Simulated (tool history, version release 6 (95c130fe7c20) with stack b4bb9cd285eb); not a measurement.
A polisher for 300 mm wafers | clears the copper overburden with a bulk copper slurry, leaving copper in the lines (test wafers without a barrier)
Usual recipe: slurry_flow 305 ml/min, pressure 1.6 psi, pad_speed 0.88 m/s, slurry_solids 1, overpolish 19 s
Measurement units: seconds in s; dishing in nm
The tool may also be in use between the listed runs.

run   hour  slurry_flow  pressure  pad_speed  slurry_solids  overpolish  wafers since the last listed run  wafers polished on this pad  hours since the slurry nozzle was cleaned  hours since the head pressure was calibrated  hours since the slurry blender was calibrated  incoming thickness of the incoming film, nm  seconds  dishing
  1      0          305       1.6       0.88              1          19                                 0                          707                                      250.6                                         416.8                                          122.2                                        677.8    137.5     51.3
  2   39.3          305       1.6       0.88              1          19                               289                          997                                      289.9                                         456.1                                          161.5                                        669.3    131.6     53.1
  3   97.6          305       1.6       0.88              1          19                               429                         1427                                      348.2                                         514.4                                          219.8                                        666.5    135.9     52.8
  4    158          305       1.6       0.88              1          19                               445                         1872                                      408.6                                         574.8                                          280.2                                          676    139.9     53.7
  5  188.5          305       1.6       0.88              1          26                               224                         2096                                      439.1                                         605.3                                          310.7                                        683.9      145       66
  6    224          335       1.6       0.88              1          14                               261                         2358                                      474.6                                         640.8                                          346.2                                        676.3    140.2     41.5
  7  262.8          305       1.6       0.88              1          19                               285                         2644                                      513.4                                         679.6                                            385                                        680.4    142.3     51.5
  8    292          305       1.6       0.88              1          19                               215                         2859                                      542.6                                         708.8                                          414.2                                        677.7    148.9     50.4
     346.4  -- slurry blender recalibrated
  9  350.7          305       1.6       0.88              1          19                               417                         3277                                      601.3                                         767.5                                            4.3                                        673.4    138.8     56.1
     386.9  -- worn pad replaced by a new one
 10  420.7          305       1.6       0.88              1          19                               486                          249                                      671.3                                         837.5                                           74.3                                        675.9    134.4     55.4
 11  453.3          305       1.6       0.88              1          19                               240                          489                                      703.9                                         870.1                                          106.9                                        689.2    141.9     55.8
     466.2  -- slurry nozzle cleaned
 12  525.2          305       1.6       0.66              1          19                               522                         1011                                         59                                           942                                          178.8                                        682.8      178     44.4
 13  590.9          305       1.6       0.88              1          19                               484                         1495                                      124.7                                        1007.7                                          244.5                                        667.9    140.6     53.5
 14  620.4          305       1.9       0.88            1.1          11                               217                         1713                                      154.2                                        1037.2                                            274                                          685    116.4     40.2
     730.2  -- head pressure recalibrated
 15  753.7          305       1.6       1.06           1.15          30                               967                         2680                                      287.5                                          23.5                                          407.3                                        676.8    119.9     80.6
 16  788.2          305       1.6       1.06           1.15          28                               254                         2935                                        322                                            58                                          441.8                                        668.7    115.7     74.4
     810.4  -- slurry blender recalibrated
 17  830.1          305       1.3       0.78            0.9          27                               293                         3229                                      363.9                                          99.9                                           19.7                                        669.3    189.6     55.2
 18  883.3          305       1.6       0.88              1          19                               391                         3620                                      417.1                                         153.1                                           72.9                                        673.2    134.3       55
 19    945          245       1.6       0.88           0.75          16                               454                         4075                                      478.8                                         214.8                                          134.6                                        672.5    148.2     44.9

Run 20, settings as shown, results not yet in. Your forecast:
        957  -- worn pad replaced by a new one
 20  1009.7          305       1.6       0.88              1          19                               447                          388                                      543.5                                         279.5                                          199.3                                        683.7        ?        ?

{"run 20": {"seconds": 138.7, "dishing": 54.7}}
The same run, on a tool lacking any hidden state, would have yielded seconds 137 s, dishing 55.2 nm.

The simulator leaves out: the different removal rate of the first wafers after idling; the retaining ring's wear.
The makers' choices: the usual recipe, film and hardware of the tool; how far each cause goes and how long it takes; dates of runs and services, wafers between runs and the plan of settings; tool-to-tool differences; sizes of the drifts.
